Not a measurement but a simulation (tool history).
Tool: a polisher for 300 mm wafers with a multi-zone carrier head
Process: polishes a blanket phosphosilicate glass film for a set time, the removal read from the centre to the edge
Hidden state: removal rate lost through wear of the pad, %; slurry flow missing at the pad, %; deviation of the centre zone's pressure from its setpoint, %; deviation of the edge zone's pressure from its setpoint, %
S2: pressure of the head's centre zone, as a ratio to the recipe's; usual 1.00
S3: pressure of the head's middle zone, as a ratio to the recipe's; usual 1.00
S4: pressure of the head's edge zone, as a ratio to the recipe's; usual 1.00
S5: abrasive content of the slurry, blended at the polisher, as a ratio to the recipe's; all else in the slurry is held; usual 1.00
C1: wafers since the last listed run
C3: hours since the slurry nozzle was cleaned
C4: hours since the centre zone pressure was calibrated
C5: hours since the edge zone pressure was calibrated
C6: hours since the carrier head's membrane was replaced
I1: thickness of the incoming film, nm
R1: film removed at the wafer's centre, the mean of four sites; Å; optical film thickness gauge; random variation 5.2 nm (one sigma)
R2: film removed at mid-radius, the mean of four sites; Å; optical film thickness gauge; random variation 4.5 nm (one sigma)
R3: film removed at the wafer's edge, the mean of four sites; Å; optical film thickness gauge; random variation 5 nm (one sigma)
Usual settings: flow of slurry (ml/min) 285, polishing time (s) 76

run 1 hour=0.0 | flow_of_slurry_(ml/min)=285 S2=1.00 S3=1.00 S4=1.08 S5=1.00 polishing_time_(s)=76 | C1=0 wafers_polished_on_this_pad=327 C3=289.8 C4=1003.0 C5=1145.3 C6=1663.8 | I1=4637.2 | R1=6015 R2=5937 R3=6048
run 2 hour=14.7 | flow_of_slurry_(ml/min)=285 S2=1.00 S3=1.00 S4=1.00 S5=0.90 polishing_time_(s)=70 | C1=114 wafers_polished_on_this_pad=441 C3=304.5 C4=1017.7 C5=1160.0 C6=1678.5 | I1=4520.9 | R1=5284 R2=5293 R3=5176
run 3 hour=21.1 | flow_of_slurry_(ml/min)=285 S2=1.00 S3=1.00 S4=1.00 S5=0.90 polishing_time_(s)=70 | C1=49 wafers_polished_on_this_pad=490 C3=310.9 C4=1024.1 C5=1166.4 C6=1684.9 | I1=4586.1 | R1=5266 R2=5298 R3=5158
run 4 hour=36.2 | flow_of_slurry_(ml/min)=285 S2=1.00 S3=1.00 S4=1.00 S5=0.90 polishing_time_(s)=70 | C1=117 wafers_polished_on_this_pad=608 C3=326.0 C4=1039.2 C5=1181.5 C6=1700.0 | I1=4528.3 | R1=5283 R2=5263 R3=5116
-- hour=48.1 worn pad replaced by a new one
run 5 hour=48.6 | flow_of_slurry_(ml/min)=285 S2=1.00 S3=1.00 S4=1.00 S5=1.00 polishing_time_(s)=76 | C1=65 wafers_polished_on_this_pad=3 C3=338.4 C4=1051.6 C5=1193.9 C6=1712.4 | I1=4574.7 | R1=6244 R2=6201 R3=6092
run 6 hour=55.0 | flow_of_slurry_(ml/min)=285 S2=1.00 S3=1.00 S4=1.00 S5=1.10 polishing_time_(s)=76 | C1=49 wafers_polished_on_this_pad=53 C3=344.8 C4=1058.0 C5=1200.3 C6=1718.8 | I1=4600.7 | R1=6320 R2=6329 R3=6148
run 7 hour=68.0 | flow_of_slurry_(ml/min)=285 S2=1.00 S3=1.00 S4=1.00 S5=1.10 polishing_time_(s)=76 | C1=100 wafers_polished_on_this_pad=154 C3=357.8 C4=1071.0 C5=1213.3 C6=1731.8 | I1=4489.8 | R1=6212 R2=6276 R3=5994
-- hour=78.5 slurry nozzle cleaned
-- hour=82.0 edge zone pressure recalibrated
-- hour=90.4 carrier head's membrane replaced by a new one
run 8 hour=90.9 | flow_of_slurry_(ml/min)=285 S2=1.00 S3=1.00 S4=1.00 S5=1.00 polishing_time_(s)=76 | C1=115 wafers_polished_on_this_pad=269 C3=12.4 C4=1093.9 C5=8.9 C6=0.5 | I1=4564.8 | R1=5879 R2=5899 R3=5709
run 9 hour=100.9 | flow_of_slurry_(ml/min)=285 S2=1.00 S3=1.00 S4=1.00 S5=1.00 polishing_time_(s)=76 | C1=77 wafers_polished_on_this_pad=347 C3=22.4 C4=1103.9 C5=18.9 C6=10.5 | I1=4590.6 | R1=5913 R2=5842 R3=5682
run 10 hour=115.3 | flow_of_slurry_(ml/min)=285 S2=1.00 S3=1.00 S4=1.00 S5=1.00 polishing_time_(s)=76 | C1=111 wafers_polished_on_this_pad=459 C3=36.8 C4=1118.3 C5=33.3 C6=24.9 | I1=4589.1 | R1=5807 R2=5830 R3=5696
run 11 hour=123.8 | flow_of_slurry_(ml/min)=285 S2=1.00 S3=1.00 S4=1.00 S5=1.00 polishing_time_(s)=54 | C1=65 wafers_polished_on_this_pad=525 C3=45.3 C4=1126.8 C5=41.8 C6=33.4 | I1=4649.6 | R1=4111 R2=4172 R3=4096
-- hour=132.1 worn pad replaced by a new one
run 12 hour=136.1 | flow_of_slurry_(ml/min)=285 S2=1.00 S3=1.00 S4=1.00 S5=1.10 polishing_time_(s)=76 | C1=64 wafers_polished_on_this_pad=31 C3=57.6 C4=1139.1 C5=54.1 C6=45.7 | I1=4568.0 | R1=6349 R2=6562 R3=6345
-- hour=143.7 centre zone pressure recalibrated
run 13 hour=150.0 | flow_of_slurry_(ml/min)=220 S2=1.00 S3=0.91 S4=0.89 S5=0.80 polishing_time_(s)=76 | C1=92 wafers_polished_on_this_pad=123 C3=71.5 C4=6.3 C5=68.0 C6=59.6 | I1=4587.5 | R1=5512 R2=5135 R3=5047
run 14 hour=158.8 | flow_of_slurry_(ml/min)=350 S2=1.04 S3=0.88 S4=1.00 S5=1.00 polishing_time_(s)=51 | C1=68 wafers_polished_on_this_pad=191 C3=80.3 C4=15.1 C5=76.8 C6=68.4 | I1=4657.5 | R1=4323 R2=3720 R3=3960
run 15 hour=176.5 | flow_of_slurry_(ml/min)=255 S2=1.09 S3=1.00 S4=0.92 S5=1.15 polishing_time_(s)=76 | C1=137 wafers_polished_on_this_pad=329 C3=98.0 C4=32.8 C5=94.5 C6=86.1 | I1=4532.1 | R1=6759 R2=6239 R3=5825
run 16 hour=200.4 | flow_of_slurry_(ml/min)=285 S2=1.04 S3=1.00 S4=0.92 S5=0.85 polishing_time_(s)=90 | C1=185 wafers_polished_on_this_pad=514 C3=121.9 C4=56.7 C5=118.4 C6=110.0 | I1=4500.2 | R1=6853 R2=6610 R3=6246
-- hour=216.1 worn pad replaced by a new one
run 17 hour=216.6 | flow_of_slurry_(ml/min)=285 S2=1.00 S3=1.00 S4=1.00 S5=1.00 polishing_time_(s)=76 | C1=94 wafers_polished_on_this_pad=3 C3=138.1 C4=72.9 C5=134.6 C6=126.2 | I1=4586.9 | R1=6227 R2=6310 R3=6113
run 18 hour=227.8 | flow_of_slurry_(ml/min)=285 S2=1.00 S3=1.00 S4=1.00 S5=1.00 polishing_time_(s)=76 | C1=86 wafers_polished_on_this_pad=90 C3=149.3 C4=84.1 C5=145.8 C6=137.4 | I1=4611.2 | R1=6173 R2=6175 R3=6055
run 19 hour=240.8 | flow_of_slurry_(ml/min)=285 S2=1.00 S3=1.00 S4=1.00 S5=1.00 polishing_time_(s)=76 | C1=100 wafers_polished_on_this_pad=191 C3=162.3 C4=97.1 C5=158.8 C6=150.4 | I1=4570.9 | R1=6093 R2=5924 R3=5824
run 20 hour=257.7 | flow_of_slurry_(ml/min)=285 S2=1.00 S3=1.00 S4=0.90 S5=1.20 polishing_time_(s)=76 | C1=131 wafers_polished_on_this_pad=322 C3=179.2 C4=114.0 C5=175.7 C6=167.3 | I1=4676.3 | R1=6306 R2=6242 R3=5927

How the hidden state differs across the entries between the runs, from the last listed run before each to the first after it:
Between runs 4 and 5: worn pad replaced by a new one (hour 48.1)
  removal rate lost through wear of the pad, %: 6.73 -> 1.53
  measured less the result without the state, R1: -382 -> -97 Å; R2: -380 -> -96 Å; R3: -369 -> -95 Å
Between runs 7 and 8: slurry nozzle cleaned (hour 78.5); edge zone pressure recalibrated (hour 82.0); carrier head's membrane replaced by a new one (hour 90.4)
  removal rate lost through wear of the pad, %: 4.94 -> 6.9
  measured less the result without the state, R1: -323 -> -436 Å; R2: -326 -> -438 Å; R3: -312 -> -423 Å
Between runs 11 and 12: worn pad replaced by a new one (hour 132.1)
  removal rate lost through wear of the pad, %: 8.02 -> 1.26
  measured less the result without the state, R1: -358 -> -81 Å; R2: -364 -> -84 Å; R3: -357 -> -81 Å
Between runs 12 and 13: centre zone pressure recalibrated (hour 143.7)
  removal rate lost through wear of the pad, %: 1.26 -> 3.62
  measured less the result without the state, R1: -81 -> -207 Å; R2: -84 -> -193 Å; R3: -81 -> -190 Å
Between runs 16 and 17: worn pad replaced by a new one (hour 216.1)
  removal rate lost through wear of the pad, %: 6.79 -> 1.22
  measured less the result without the state, R1: -500 -> -77 Å; R2: -482 -> -78 Å; R3: -455 -> -76 Å
